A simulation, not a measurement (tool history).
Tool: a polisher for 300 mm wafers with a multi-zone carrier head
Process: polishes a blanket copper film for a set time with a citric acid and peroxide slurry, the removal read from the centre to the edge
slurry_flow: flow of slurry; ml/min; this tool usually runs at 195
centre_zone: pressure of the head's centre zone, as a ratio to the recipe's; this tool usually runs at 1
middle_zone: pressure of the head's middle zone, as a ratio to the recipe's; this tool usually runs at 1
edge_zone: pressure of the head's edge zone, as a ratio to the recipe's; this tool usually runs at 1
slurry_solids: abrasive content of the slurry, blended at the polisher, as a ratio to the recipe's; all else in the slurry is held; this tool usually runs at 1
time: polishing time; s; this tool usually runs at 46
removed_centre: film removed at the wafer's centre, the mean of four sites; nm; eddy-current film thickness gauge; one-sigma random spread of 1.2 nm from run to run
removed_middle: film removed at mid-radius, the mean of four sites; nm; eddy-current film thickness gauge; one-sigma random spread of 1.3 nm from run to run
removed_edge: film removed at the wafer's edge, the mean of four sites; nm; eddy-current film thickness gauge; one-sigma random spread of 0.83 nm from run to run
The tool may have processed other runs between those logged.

run,hour,slurry_flow,centre_zone,middle_zone,edge_zone,slurry_solids,time,wafers since the last listed run,wafers polished on this pad,hours since the slurry nozzle was cleaned,hours since the centre zone pressure was calibrated,hours since the edge zone pressure was calibrated,hours since the carrier head's membrane was replaced,"incoming thickness of the incoming film, nm",removed_centre,removed_middle,removed_edge
1,0,195,1,1,1,1,46,0,174,215.4,862.1,357.7,1618,1237,88.2,86.8,87
2,6.5,195,1,1,1,1,46,40,214,221.9,868.6,364.2,1624.5,1221.6,85.1,84.7,86.2
3,24.4,195,1,1.09,1,1,46,110,325,239.8,886.5,382.1,1642.4,1217.8,86.3,93.8,83.4
4,32.7,195,1,1.09,1,1,46,51,376,248.1,894.8,390.4,1650.7,1227.7,86.9,93.4,83.6
5,50,195,1,1,1,1,46,106,482,265.4,912.1,407.7,1668,1224.2,86.4,83.5,84.8
6,58.9,195,1,1,1,1,46,54,537,274.3,921,416.6,1676.9,1234.1,83.1,85.4,85
7,74.7,195,1,1,0.93,1,46,97,634,290.1,936.8,432.4,1692.7,1257.1,82,83.8,79.8
# hour 82.9: carrier head's membrane replaced by a new one, of another model than before
8,87.2,195,1,1,0.93,1,46,46,680,302.6,949.3,444.9,4.3,1233.5,80.5,83.5,76.9
9,104,195,1,1,1,1,46,103,784,319.4,966.1,461.7,21.1,1244.4,82,82.6,79.7
10,114.7,195,1,1,1,0.85,46,65,850,330.1,976.8,472.4,31.8,1244.8,76.6,77.2,75.7
11,130.5,195,1,1,1,1,46,97,947,345.9,992.6,488.2,47.6,1230.6,79.6,81.5,78.5
# hour 158.1: centre zone pressure recalibrated
12,159.2,195,1,1,1,1,46,164,1111,374.6,1.1,516.9,76.3,1225.7,77,77.5,77.6
# hour 171.9: worn pad replaced by a new one
13,172.4,195,1.05,1,1.1,1,46,56,2,387.8,14.3,530.1,89.5,1225,90.3,89,93.3
# hour 179: slurry nozzle cleaned
14,183.6,195,1,1,1.09,1,33,62,65,4.6,25.5,541.3,100.7,1241.1,63.9,63.2,67.2
# hour 189.1: edge zone pressure recalibrated
15,190.9,225,0.89,1,1,1,31,32,98,11.9,32.8,1.8,108,1217.7,57.3,60.9,58.6
16,207.9,195,1,1,0.9,0.7,46,104,202,28.9,49.8,18.8,125,1239.9,78.1,79,71.9
17,223.9,195,1,1,1,1,46,98,301,44.9,65.8,34.8,141,1216,86,86.9,85.9
18,236.5,195,1,1.09,1,0.75,46,77,378,57.5,78.4,47.4,153.6,1203.5,79,83.1,79.6
19,246.6,195,1.08,1.08,1.05,1,50,62,441,67.6,88.5,57.5,163.7,1248.8,99.5,98,94.9
20,257.4,195,1,1,1,1,46,66,507,78.4,99.3,68.3,174.5,1229.9,83.7,84.8,85.5

What if the next run were any one of these 4? Each begins from the tool's condition after run 20:
A,257.8,195,1,1,0.92,1,46,2,510,78.8,99.7,68.7,174.9,1229.1,?,?,?
B,257.8,195,1,1,1.06,1,46,2,510,78.8,99.7,68.7,174.9,1229.1,?,?,?
C,257.8,195,1,1,1,1.1,46,2,510,78.8,99.7,68.7,174.9,1229.1,?,?,?
D,257.8,195,0.9,0.93,1,1,46,2,510,78.8,99.7,68.7,174.9,1229.1,?,?,?

run,removed_centre,removed_middle,removed_edge
A,83.4,86.3,80.2
B,83.4,86.3,89.8
C,85.6,88.6,88
D,77.6,82.8,85.8
Stripped of hidden state, with their random variation kept, the same runs would have yielded:
run,removed_centre,removed_middle,removed_edge
A,86.8,89.9,83.5
B,86.8,89.8,93.5
C,89.1,92.2,91.6
D,80.8,86.2,89.3

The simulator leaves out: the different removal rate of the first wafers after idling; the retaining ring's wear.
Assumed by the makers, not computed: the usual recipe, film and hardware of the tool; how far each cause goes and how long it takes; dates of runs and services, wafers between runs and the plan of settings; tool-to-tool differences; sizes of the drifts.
